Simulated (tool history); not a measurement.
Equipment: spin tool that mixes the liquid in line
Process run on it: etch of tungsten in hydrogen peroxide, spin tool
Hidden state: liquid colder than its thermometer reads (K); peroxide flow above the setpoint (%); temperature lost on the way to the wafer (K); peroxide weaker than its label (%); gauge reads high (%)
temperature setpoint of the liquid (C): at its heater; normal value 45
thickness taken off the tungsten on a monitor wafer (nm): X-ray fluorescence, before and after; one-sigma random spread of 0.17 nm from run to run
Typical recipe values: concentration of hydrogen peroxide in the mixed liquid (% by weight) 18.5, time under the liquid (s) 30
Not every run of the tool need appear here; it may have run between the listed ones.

| run | day | temperature setpoint of the liquid (C) | concentration of hydrogen peroxide in the mixed liquid (% by weight) | time under the liquid (s) | wafers since the last listed run | hours since the thermometer was replaced | hours since the peroxide flow meter was replaced | hours since the heated supply line was repaired | hours since the drum of peroxide was connected | hours since the gauge calibration | read-back film thickness of the tungsten reference wafer, read on the same gauge (nm) | thickness taken off the tungsten on a monitor wafer (nm) |
|---|---|---|---|---|---|---|---|---|---|---|---|---|
| 1 | 0 | 38.5 | 18.5 | 30 | 0 | 1853.3 | 482 | 2389.2 | 37.1 | 104.4 | 89.99 | 13.2 |
| 2 | 2.958 | 45 | 18.5 | 30 | 1195 | 1924.3 | 553 | 2460.2 | 108.1 | 175.4 | 89.93 | 20.05 |
| 3 | 5.629 | 45 | 17 | 30 | 1079 | 1988.4 | 617.1 | 2524.3 | 172.2 | 239.5 | 90.05 | 19.37 |
| 4 | 8.629 | 45 | 17 | 30 | 1212 | 2060.4 | 689.1 | 2596.3 | 244.2 | 311.5 | 89.96 | 18.92 |
| 5 | 10.908 | 45 | 17 | 30 | 921 | 2115.1 | 743.8 | 2651 | 298.9 | 366.2 | 90 | 19.11 |
| 6 | 12.883 | 50 | 20.5 | 30 | 798 | 2162.5 | 791.2 | 2698.4 | 346.3 | 413.6 | 89.97 | 28.44 |
| 7 | 14.433 | 49 | 18.5 | 30 | 626 | 2199.7 | 828.4 | 2735.6 | 383.5 | 450.8 | 89.99 | 25.29 |
| 8 | 16.508 | 49 | 18.5 | 30 | 838 | 2249.5 | 878.2 | 2785.4 | 433.3 | 500.6 | 90.05 | 25.53 |
| 9 | 18.104 | 49 | 18.5 | 30 | 645 | 2287.8 | 916.5 | 2823.7 | 471.6 | 538.9 | 90 | 25.17 |
|  | 18.292 | new drum of peroxide connected |
| 10 | 19.221 | 48.5 | 18.5 | 20 | 434 | 2314.6 | 943.3 | 2850.5 | 22.3 | 565.7 | 89.99 | 16.3 |
| 11 | 21.225 | 49 | 18.5 | 30 | 810 | 2362.7 | 991.4 | 2898.6 | 70.4 | 613.8 | 89.99 | 24.96 |
| 12 | 22.333 | 51.5 | 18.5 | 30 | 448 | 2389.3 | 1018 | 2925.2 | 97 | 640.4 | 89.93 | 28.94 |
| 13 | 25.229 | 42 | 14 | 15 | 1170 | 2458.8 | 1087.5 | 2994.7 | 166.5 | 709.9 | 90.03 | 6.84 |
|  | 26.771 | thermometer replaced |
| 14 | 28.079 | 50 | 18.5 | 20 | 1135 | 31.4 | 1155.9 | 3063.1 | 234.9 | 778.3 | 89.99 | 21.06 |
|  | 32.267 | peroxide flow meter replaced |
|  | 34.167 | heated supply line repaired |
|  | 34.908 | gauge calibrated |
| 15 | 37.054 | 45 | 18.5 | 30 | 3594 | 246.8 | 114.9 | 69.3 | 450.3 | 51.5 | 89.96 | 22.52 |
|  | 37.5 | new drum of peroxide connected |
| 16 | 39.333 | 45 | 20 | 25 | 904 | 301.5 | 169.6 | 124 | 44 | 106.2 | 90.04 | 19.56 |
| 17 | 41.012 | 45 | 14.5 | 30 | 678 | 341.8 | 209.9 | 164.3 | 84.3 | 146.5 | 90.03 | 19.53 |
| 18 | 43.662 | 38.5 | 17 | 30 | 1071 | 405.4 | 273.5 | 227.9 | 147.9 | 210.1 | 89.95 | 14.07 |

Each row is a separate what-if for the run after 18, all from the same tool condition, not one after another. Results?
| A | 43.679 | 45 | 18.5 | 50 | 6 | 405.8 | 273.9 | 228.3 | 148.3 | 210.5 | ? | ? |
| B | 43.679 | 40 | 17 | 20 | 6 | 405.8 | 273.9 | 228.3 | 148.3 | 210.5 | ? | ? |
| C | 43.679 | 49 | 16.5 | 15 | 6 | 405.8 | 273.9 | 228.3 | 148.3 | 210.5 | ? | ? |

| run | read-back film thickness of the tungsten reference wafer, read on the same gauge (nm) | thickness taken off the tungsten on a monitor wafer (nm) |
|---|---|---|
| A | 89.99 | 36.98 |
| B | 89.99 | 10.28 |
| C | 89.99 | 13.46 |
Without the tool's unlogged condition, the same runs would have read:
| run | thickness taken off the tungsten on a monitor wafer (nm) |
|---|---|
| A | 38.87 |
| B | 10.82 |
| C | 14.13 |
